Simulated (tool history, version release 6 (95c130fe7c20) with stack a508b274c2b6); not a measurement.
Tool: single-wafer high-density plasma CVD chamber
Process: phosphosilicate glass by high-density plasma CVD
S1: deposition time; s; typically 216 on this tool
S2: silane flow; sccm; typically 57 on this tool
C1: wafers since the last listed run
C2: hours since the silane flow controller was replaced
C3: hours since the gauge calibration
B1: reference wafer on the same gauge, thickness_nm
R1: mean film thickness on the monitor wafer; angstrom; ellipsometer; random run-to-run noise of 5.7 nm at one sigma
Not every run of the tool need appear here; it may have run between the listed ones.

{"run": 1, "hour": 0.0, "S1": 216, "S2": 57, "C1": 0, "C2": 1600.8, "C3": 375, "B1": 1120.698, "R1": 12888.87}
{"run": 2, "hour": 56.7, "S1": 216, "S2": 65, "C1": 467, "C2": 1657.5, "C3": 431.7, "B1": 1120.705, "R1": 14708.36}
{"run": 3, "hour": 98.2, "S1": 244, "S2": 64, "C1": 342, "C2": 1699, "C3": 473.2, "B1": 1119.261, "R1": 16301.1}
{"run": 4, "hour": 123.9, "S1": 216, "S2": 57, "C1": 212, "C2": 1724.7, "C3": 498.9, "B1": 1120.18, "R1": 12961.34}
{"run": 5, "hour": 157.5, "S1": 216, "S2": 57, "C1": 277, "C2": 1758.3, "C3": 532.5, "B1": 1120.503, "R1": 12770.34}
{"run": 6, "hour": 183.2, "S1": 216, "S2": 57, "C1": 212, "C2": 1784, "C3": 558.2, "B1": 1119.622, "R1": 12852.82}
{"run": 7, "hour": 239.2, "S1": 216, "S2": 49, "C1": 461, "C2": 1840, "C3": 614.2, "B1": 1119.419, "R1": 11143.58}
{"run": 8, "hour": 306.7, "S1": 216, "S2": 54, "C1": 556, "C2": 1907.5, "C3": 681.7, "B1": 1121.148, "R1": 12203.77}
{"run": 9, "hour": 372.4, "S1": 216, "S2": 54, "C1": 541, "C2": 1973.2, "C3": 747.4, "B1": 1119.049, "R1": 12216.54}
{"run": 10, "hour": 438.7, "S1": 216, "S2": 57, "C1": 546, "C2": 2039.5, "C3": 813.7, "B1": 1119.279, "R1": 12997.6}
{"run": 11, "hour": 506.4, "S1": 216, "S2": 57, "C1": 558, "C2": 2107.2, "C3": 881.4, "B1": 1119.253, "R1": 13020.25}
{"run": 12, "hour": 549.0, "S1": 216, "S2": 57, "C1": 351, "C2": 2149.8, "C3": 924, "B1": 1119.875, "R1": 12897.09}
{"run": 13, "hour": 574.6, "S1": 216, "S2": 57, "C1": 211, "C2": 2175.4, "C3": 949.6, "B1": 1118.932, "R1": 12913.76}
{"run": 14, "hour": 686.0, "S1": 216, "S2": 57, "C1": 918, "C2": 2286.8, "C3": 1061, "B1": 1119.115, "R1": 12938.4}
{"run": 15, "hour": 753.3, "S1": 216, "S2": 62, "C1": 555, "C2": 2354.1, "C3": 1128.3, "B1": 1121.175, "R1": 14071.17}
{"run": 16, "hour": 805.3, "S1": 216, "S2": 62, "C1": 428, "C2": 2406.1, "C3": 1180.3, "B1": 1119.562, "R1": 14126.79}
{"run": 17, "hour": 870.2, "S1": 216, "S2": 61, "C1": 535, "C2": 2471, "C3": 1245.2, "B1": 1119.566, "R1": 13854.42}
{"hour": 901.7, "done": "gauge calibrated"}
{"run": 18, "hour": 914.7, "S1": 216, "S2": 57, "C1": 367, "C2": 2515.5, "C3": 13, "B1": 1119.614, "R1": 12895.36}
{"run": 19, "hour": 969.5, "S1": 216, "S2": 57, "C1": 452, "C2": 2570.3, "C3": 67.8, "B1": 1119.715, "R1": 12977.46}
{"run": 20, "hour": 1034.6, "S1": 216, "S2": 57, "C1": 537, "C2": 2635.4, "C3": 132.9, "B1": 1119.942, "R1": 12984.94}
{"run": 21, "hour": 1065.2, "S1": 216, "S2": 57, "C1": 252, "C2": 2666, "C3": 163.5, "B1": 1119.866, "R1": 12970.18}
{"run": 22, "hour": 1111.2, "S1": 216, "S2": 57, "C1": 379, "C2": 2712, "C3": 209.5, "B1": 1119.765, "R1": 13028.6}
{"run": 23, "hour": 1143.3, "S1": 225, "S2": 57, "C1": 264, "C2": 2744.1, "C3": 241.6, "B1": 1120.645, "R1": 13557.29}
{"run": 24, "hour": 1202.2, "S1": 188, "S2": 52, "C1": 485, "C2": 2803, "C3": 300.5, "B1": 1120.145, "R1": 10376.7}
{"run": 25, "hour": 1267.6, "S1": 184, "S2": 57, "C1": 539, "C2": 2868.4, "C3": 365.9, "B1": 1119.512, "R1": 11115.74}
{"run": 26, "hour": 1320.1, "S1": 216, "S2": 57, "C1": 433, "C2": 2920.9, "C3": 418.4, "B1": 1120.77, "R1": 12897.53}
{"run": 27, "hour": 1500.3, "S1": 258, "S2": 57, "C1": 1486, "C2": 3101.1, "C3": 598.6, "B1": 1118.289, "R1": 15550.04}
{"run": 28, "hour": 1571.3, "S1": 228, "S2": 51, "C1": 585, "C2": 3172.1, "C3": 669.6, "B1": 1120.261, "R1": 12291.65}
{"run": 29, "hour": 1625.9, "S1": 198, "S2": 66, "C1": 450, "C2": 3226.7, "C3": 724.2, "B1": 1119.4, "R1": 13927.48}
{"run": 30, "hour": 1685.7, "S1": 179, "S2": 52, "C1": 493, "C2": 3286.5, "C3": 784, "B1": 1120.349, "R1": 9826.52}
{"run": 31, "hour": 1720.2, "S1": 173, "S2": 61, "C1": 284, "C2": 3321, "C3": 818.5, "B1": 1119.809, "R1": 11101.34}
{"run": 32, "hour": 1748.3, "S1": 197, "S2": 57, "C1": 231, "C2": 3349.1, "C3": 846.6, "B1": 1120.216, "R1": 11812.21}
{"run": 33, "hour": 1779.3, "S1": 216, "S2": 68, "C1": 255, "C2": 3380.1, "C3": 877.6, "B1": 1120.763, "R1": 15496.76}
{"hour": 1793.7, "done": "silane flow controller replaced"}
{"run": 34, "hour": 1804.2, "S1": 216, "S2": 57, "C1": 139, "C2": 10.5, "C3": 902.5, "B1": 1120.452, "R1": 12481.78}
{"run": 35, "hour": 1858.5, "S1": 216, "S2": 57, "C1": 447, "C2": 64.8, "C3": 956.8, "B1": 1119.976, "R1": 12379.56}
{"run": 36, "hour": 1921.3, "S1": 216, "S2": 63, "C1": 518, "C2": 127.6, "C3": 1019.6, "B1": 1119.499, "R1": 13910.04}
{"run": 37, "hour": 1960.5, "S1": 232, "S2": 68, "C1": 323, "C2": 166.8, "C3": 1058.8, "B1": 1121.302, "R1": 16037.57}
{"run": 38, "hour": 2132.2, "S1": 216, "S2": 57, "C1": 1416, "C2": 338.5, "C3": 1230.5, "B1": 1119.767, "R1": 12559.74}
{"run": 39, "hour": 2174.6, "S1": 216, "S2": 52, "C1": 349, "C2": 380.9, "C3": 1272.9, "B1": 1121.047, "R1": 11513.62}
{"run": 40, "hour": 2244.7, "S1": 216, "S2": 57, "C1": 578, "C2": 451, "C3": 1343, "B1": 1118.473, "R1": 12763.6}
{"hour": 2248.5, "done": "gauge calibrated"}
{"run": 41, "hour": 2308.6, "S1": 245, "S2": 50, "C1": 527, "C2": 514.9, "C3": 60.1, "B1": 1119.428, "R1": 12520.04}
{"run": 42, "hour": 2337.6, "S1": 193, "S2": 63, "C1": 239, "C2": 543.9, "C3": 89.1, "B1": 1119.478, "R1": 12628.2}
{"run": 43, "hour": 2392.3, "S1": 258, "S2": 57, "C1": 451, "C2": 598.6, "C3": 143.8, "B1": 1118.796, "R1": 15188.46}
{"run": 44, "hour": 2429.8, "S1": 216, "S2": 57, "C1": 309, "C2": 636.1, "C3": 181.3, "B1": 1119.565, "R1": 12806.45}
{"run": 45, "hour": 2500.7, "S1": 216, "S2": 47, "C1": 584, "C2": 707, "C3": 252.2, "B1": 1118.855, "R1": 10522.84}
{"run": 46, "hour": 2548.4, "S1": 216, "S2": 57, "C1": 393, "C2": 754.7, "C3": 299.9, "B1": 1120.689, "R1": 12747.44}

Predict each of these 4 candidate next runs independently; none follows another, all start after run 46:
{"run": "A", "hour": 2548.9, "S1": 216, "S2": 57, "C1": 4, "C2": 755.2, "C3": 300.4, "B1": "?", "R1": "?"}
{"run": "B", "hour": 2548.9, "S1": 178, "S2": 65, "C1": 4, "C2": 755.2, "C3": 300.4, "B1": "?", "R1": "?"}
{"run": "C", "hour": 2548.9, "S1": 216, "S2": 66, "C1": 4, "C2": 755.2, "C3": 300.4, "B1": "?", "R1": "?"}
{"run": "D", "hour": 2548.9, "S1": 184, "S2": 62, "C1": 4, "C2": 755.2, "C3": 300.4, "B1": "?", "R1": "?"}

run=A B1=1119.797 R1=12901.83
run=B B1=1119.797 R1=12124.29
run=C B1=1119.797 R1=14938.96
run=D B1=1119.797 R1=11954.52
Had the tool no hidden state, the same runs would have come out as:
run=A R1=12450.4
run=B R1=11700.06
run=C R1=14416.26
run=D R1=11536.24

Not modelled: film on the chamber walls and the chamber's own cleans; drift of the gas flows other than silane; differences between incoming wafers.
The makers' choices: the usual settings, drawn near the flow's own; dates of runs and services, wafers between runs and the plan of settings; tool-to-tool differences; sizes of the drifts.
